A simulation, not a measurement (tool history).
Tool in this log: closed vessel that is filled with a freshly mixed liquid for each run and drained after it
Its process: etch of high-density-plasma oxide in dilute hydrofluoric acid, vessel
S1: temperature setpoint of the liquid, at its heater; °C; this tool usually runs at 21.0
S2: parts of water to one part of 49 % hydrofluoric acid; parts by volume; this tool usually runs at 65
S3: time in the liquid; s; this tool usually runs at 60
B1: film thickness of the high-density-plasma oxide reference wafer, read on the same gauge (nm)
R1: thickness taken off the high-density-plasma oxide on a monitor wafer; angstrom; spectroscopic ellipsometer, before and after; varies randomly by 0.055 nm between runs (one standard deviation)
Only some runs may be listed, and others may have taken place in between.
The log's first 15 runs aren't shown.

run,hour,S1,S2,S3,B1,R1
# hour 1064.3: thermometer replaced
16,1109.7,18.0,65,60,109.99,58.7
17,1178.9,21.0,65,60,110.01,66.6
# hour 1217.6: gauge calibrated
18,1247.3,21.0,85,85,110.02,70.1
19,1288.4,25.5,50,30,110.00,53.7
20,1342.3,17.0,65,60,110.00,54.9
21,1396.4,21.0,65,60,110.01,65.3
# hour 1500.5: hydrofluoric acid flow meter replaced
22,1501.3,25.5,65,60,109.96,78.5
23,1580.1,21.0,65,60,110.01,66.8
24,1661.3,17.5,65,30,109.98,28.5
25,1715.5,21.0,40,95,110.03,175.0
26,1779.9,17.0,75,70,109.97,54.8
27,1827.1,18.5,90,95,109.97,65.1
28,1894.2,21.0,65,60,110.02,64.2
29,1999.0,17.0,75,50,109.99,38.6
# hour 2028.7: thermometer replaced
30,2102.7,21.0,65,60,109.99,66.6
31,2165.2,25.0,85,60,109.97,58.4
32,2211.6,21.0,65,35,110.01,39.2
33,2301.6,21.0,75,60,109.99,56.8

3 ways to go on from here, each from the tool as it stands after run 33. What would each give?
A,2302.3,21.0,65,60,?,?
B,2302.3,17.5,45,30,?,?
C,2302.3,21.0,55,60,?,?

run,B1,R1
A,110.00,66.5
B,110.00,42.3
C,110.00,79.5
With no hidden state in the tool, these same runs would have given:
run,R1
A,67.7
B,43.1
C,81.0
